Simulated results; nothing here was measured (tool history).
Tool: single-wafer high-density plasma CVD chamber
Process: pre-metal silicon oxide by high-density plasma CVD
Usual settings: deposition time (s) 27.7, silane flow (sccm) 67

| run | hour | deposition time (s) | silane flow (sccm) | read-back reference wafer on the same gauge, thickness_nm | mean film thickness on the monitor wafer (nm) |
|---|---|---|---|---|---|
| 1 | 0.0 | 27.7 | 67 | 230.177 | 202.318 |
| 2 | 66.0 | 27.7 | 67 | 229.945 | 202.290 |
| 3 | 103.0 | 27.7 | 67 | 229.827 | 201.554 |
| 4 | 140.4 | 27.7 | 67 | 229.786 | 202.896 |
| 5 | 186.6 | 27.7 | 67 | 230.046 | 202.510 |
| 6 | 233.2 | 27.7 | 67 | 229.526 | 202.911 |
| 7 | 297.5 | 27.7 | 67 | 230.116 | 202.177 |
| 8 | 347.6 | 27.7 | 67 | 230.131 | 203.523 |
| 9 | 380.0 | 27.7 | 67 | 230.455 | 202.917 |
| 10 | 405.1 | 29.4 | 77 | 230.141 | 241.138 |
| 11 | 453.3 | 29.4 | 77 | 229.955 | 243.014 |
| 12 | 498.3 | 27.7 | 67 | 229.781 | 205.469 |
| 13 | 543.8 | 27.7 | 67 | 229.899 | 203.560 |
| 14 | 586.6 | 27.7 | 67 | 230.054 | 203.287 |
| 15 | 646.4 | 24.3 | 67 | 230.104 | 180.250 |
| 16 | 715.9 | 27.7 | 67 | 229.897 | 203.802 |
| 17 | 749.5 | 27.7 | 67 | 230.174 | 204.964 |
| 18 | 808.6 | 27.7 | 67 | 229.636 | 205.237 |
| 19 | 846.2 | 27.7 | 67 | 230.005 | 204.725 |
| 20 | 918.1 | 27.7 | 67 | 230.056 | 205.219 |
| 21 | 967.8 | 27.7 | 67 | 230.009 | 206.321 |
| 22 | 1001.3 | 27.7 | 74 | 230.150 | 221.418 |
|  | 1014.0 | gauge calibrated |
| 23 | 1050.5 | 27.7 | 74 | 230.115 | 220.097 |
| 24 | 1085.5 | 27.7 | 67 | 230.300 | 206.135 |
| 25 | 1157.2 | 27.7 | 67 | 230.118 | 203.797 |
| 26 | 1203.8 | 27.7 | 79 | 230.034 | 232.101 |
|  | 1346.2 | silane flow controller replaced |
| 27 | 1391.6 | 27.7 | 59 | 229.773 | 181.075 |
| 28 | 1460.7 | 27.7 | 67 | 230.130 | 200.417 |
| 29 | 1588.9 | 29.6 | 73 | 229.649 | 228.432 |
| 30 | 1653.8 | 30.8 | 67 | 229.773 | 224.171 |
| 31 | 1679.6 | 33.1 | 77 | 230.037 | 267.949 |
| 32 | 1821.7 | 27.7 | 67 | 230.029 | 203.558 |
| 33 | 1882.5 | 27.7 | 63 | 229.887 | 193.630 |
| 34 | 1920.9 | 25.4 | 75 | 230.092 | 201.854 |
| 35 | 1961.8 | 24.7 | 59 | 229.801 | 163.648 |
| 36 | 2113.2 | 27.7 | 67 | 230.028 | 202.357 |
| 37 | 2173.1 | 33.0 | 57 | 230.046 | 212.308 |
| 38 | 2201.6 | 27.7 | 67 | 230.202 | 202.023 |
| 39 | 2248.0 | 31.3 | 60 | 230.148 | 209.041 |
| 40 | 2281.9 | 25.9 | 72 | 230.013 | 200.250 |
| 41 | 2312.0 | 23.4 | 58 | 229.747 | 154.527 |
| 42 | 2376.5 | 29.7 | 57 | 229.947 | 191.657 |
| 43 | 2410.4 | 30.2 | 54 | 229.908 | 188.209 |
| 44 | 2465.3 | 23.7 | 59 | 229.539 | 157.492 |
| 45 | 2489.5 | 22.9 | 56 | 230.210 | 146.395 |
|  | 2552.4 | gauge calibrated |
| 46 | 2561.2 | 27.7 | 67 | 230.178 | 202.943 |
| 47 | 2626.0 | 30.3 | 72 | 229.967 | 236.907 |

3 ways to go on from here, each from the tool as it stands after run 47. What would each give?
| A | 2626.4 | 27.7 | 61 | ? | ? |
| B | 2626.4 | 27.7 | 80 | ? | ? |
| C | 2626.4 | 22.5 | 71 | ? | ? |

| run | read-back reference wafer on the same gauge, thickness_nm | mean film thickness on the monitor wafer (nm) |
|---|---|---|
| A | 229.914 | 188.410 |
| B | 229.914 | 232.102 |
| C | 229.914 | 171.719 |
Without the tool's hidden state the same runs would have given:
| run | mean film thickness on the monitor wafer (nm) |
|---|---|
| A | 185.212 |
| B | 228.163 |
| C | 168.805 |
